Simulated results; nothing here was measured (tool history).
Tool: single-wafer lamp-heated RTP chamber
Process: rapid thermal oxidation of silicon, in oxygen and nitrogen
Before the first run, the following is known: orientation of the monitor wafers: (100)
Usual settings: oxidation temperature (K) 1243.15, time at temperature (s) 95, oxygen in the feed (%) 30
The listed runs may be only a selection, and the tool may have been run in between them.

run     day  oxidation temperature (K)  time at temperature (s)  oxygen in the feed (%)  wafers since the last listed run  wafers since the last pyrometer calibration  hours since the oxygen flow controller was replaced  hours since the gauge calibration  read-back reference wafer on the same gauge, thickness  oxide thickness on the monitor wafer (nm)
  1       0                    1243.15                      117                      30                                 0                                          785                                               2984.7                              155.8                                                   3.293                                      4.523
  2     1.3                    1243.15                      117                      30                               294                                         1080                                               3015.9                                187                                                   3.291                                      4.565
  3   2.388                    1243.15                       95                      17                               246                                         1326                                                 3042                              213.1                                                   3.286                                      3.606
  4   3.054                    1243.15                       95                      17                               151                                         1477                                                 3058                              229.1                                                   3.291                                      3.618
      5.171  -- pyrometer window cleaned and pyrometer calibrated
  5   5.192                    1228.15                      105                      30                               409                                            4                                               3109.3                              280.4                                                    3.29                                      3.886
  6   8.525                    1243.15                       60                      30                               756                                          761                                               3189.3                              360.4                                                   3.296                                      3.512
  7   9.221                    1225.15                       95                      30                               157                                          918                                                 3206                              377.1                                                   3.295                                      3.735
  8  10.246                    1225.15                       95                      30                               232                                         1151                                               3230.6                              401.7                                                   3.289                                      3.723
  9  11.154                    1237.15                       81                      30                               206                                         1357                                               3252.4                              423.5                                                   3.291                                      3.812
     12.333  -- oxygen flow controller replaced
 10  12.354                    1237.15                       81                      30                               196                                         1553                                                  0.5                              452.3                                                   3.283                                      3.829
 11  13.162                    1243.15                       95                      30                               183                                         1737                                                 19.9                              471.7                                                   3.292                                      4.211
     14.075  -- pyrometer window cleaned and pyrometer calibrated
 12  15.838                    1243.15                       95                      30                               531                                          400                                                 84.1                              535.9                                                   3.294                                      4.342
 13  16.446                    1243.15                       95                      30                               137                                          538                                                 98.7                              550.5                                                   3.287                                      4.355
 14  17.162                    1243.15                       95                      30                               162                                          700                                                115.9                              567.7                                                   3.287                                      4.368
 15  18.429                    1243.15                       95                      30                               287                                          987                                                146.3                              598.1                                                   3.289                                      4.403
 16  19.225                    1243.15                       95                      30                               180                                         1168                                                165.4                              617.2                                                   3.285                                      4.399
     20.138  -- pyrometer window cleaned and pyrometer calibrated, repeated, since the last time left the tool worse
 17  22.512                    1243.15                       95                      30                               670                                          538                                                244.3                              696.1                                                   3.285                                      4.171
     23.412  -- gauge calibrated
 18  23.596                    1243.15                       95                      39                               245                                          784                                                270.3                                4.4                                                   3.291                                      4.542
 19  24.883                    1225.15                      140                      53                               292                                         1076                                                301.2                               35.3                                                   3.289                                       5.19
 20  26.117                    1227.15                      135                      22                               279                                         1356                                                330.8                               64.9                                                   3.288                                       3.98
 21  27.221                    1243.15                       95                      21                               250                                         1606                                                357.3                               91.4                                                   3.295                                      3.823
      28.35  -- pyrometer window cleaned and pyrometer calibrated
 22  28.371                    1271.15                       65                      17                               185                                            4                                                384.9                                119                                                   3.292                                      3.607
 23  29.208                    1243.15                       58                      17                               189                                          194                                                  405                              139.1                                                   3.285                                      3.036
 24  29.721                    1229.15                      126                      51                               116                                          311                                                417.3                              151.4                                                   3.287                                      4.937
 25  30.621                    1264.15                       95                      21                               204                                          515                                                438.9                                173                                                   3.292                                      4.264
 26  31.821                    1226.15                      128                      48                               272                                          787                                                467.7                              201.8                                                   3.289                                      4.822
 27  32.508                    1254.15                       95                      54                               155                                          943                                                484.2                              218.3                                                   3.287                                      5.422
 28  33.225                    1214.15                       58                      40                               162                                         1105                                                501.4                              235.5                                                   3.293                                       3.22
 29  34.346                    1257.15                       95                      20                               254                                         1360                                                528.3                              262.4                                                   3.293                                      4.089
 30  35.762                    1243.15                       95                      30                               321                                         1681                                                562.3                              296.4                                                   3.288                                      4.204
 31  36.971                    1243.15                       95                      30                               274                                         1955                                                591.3                              325.4                                                   3.295                                      4.238
 32  37.621                    1255.15                      135                      47                               147                                         2102                                                606.9                                341                                                    3.29                                      6.197
     38.412  -- pyrometer window cleaned and pyrometer calibrated
 33  38.612                    1218.15                       71                      17                               149                                           45                                                630.7                              364.8                                                   3.288                                      2.916
 34  39.796                    1243.15                      128                      30                               268                                          313                                                659.1                              393.2                                                   3.289                                      4.652
 35  40.317                    1217.15                       75                      20                               118                                          431                                                671.6                              405.7                                                   3.283                                      3.047
 36  41.442                    1243.15                       58                      17                               255                                          687                                                698.6                              432.7                                                   3.287                                      3.079
 37  42.217                    1243.15                       95                      30                               175                                          862                                                717.2                              451.3                                                   3.284                                      4.162

Branching from run 37: 5 alternative next runs. What would each branch give?
  A  42.238                    1223.15                       95                      30                                 4                                          867                                                717.7                              451.8                                                       ?                                          ?
  B  42.238                    1261.15                       95                      17                                 4                                          867                                                717.7                              451.8                                                       ?                                          ?
  C  42.238                    1243.15                       81                      30                                 4                                          867                                                717.7                              451.8                                                       ?                                          ?
  D  42.238                    1243.15                       65                      17                                 4                                          867                                                717.7                              451.8                                                       ?                                          ?
  E  42.238                    1222.15                       55                      53                                 4                                          867                                                717.7                              451.8                                                       ?                                          ?

run  read-back reference wafer on the same gauge, thickness  oxide thickness on the monitor wafer (nm)
  A                                                   3.285                                      3.714
  B                                                   3.285                                      3.996
  C                                                   3.285                                      3.952
  D                                                   3.285                                      3.202
  E                                                   3.285                                      3.526
Had the tool no hidden state, the same runs would have come out as:
run  oxide thickness on the monitor wafer (nm)
  A                                      3.659
  B                                      3.935
  C                                       3.89
  D                                      3.166
  E                                      3.474
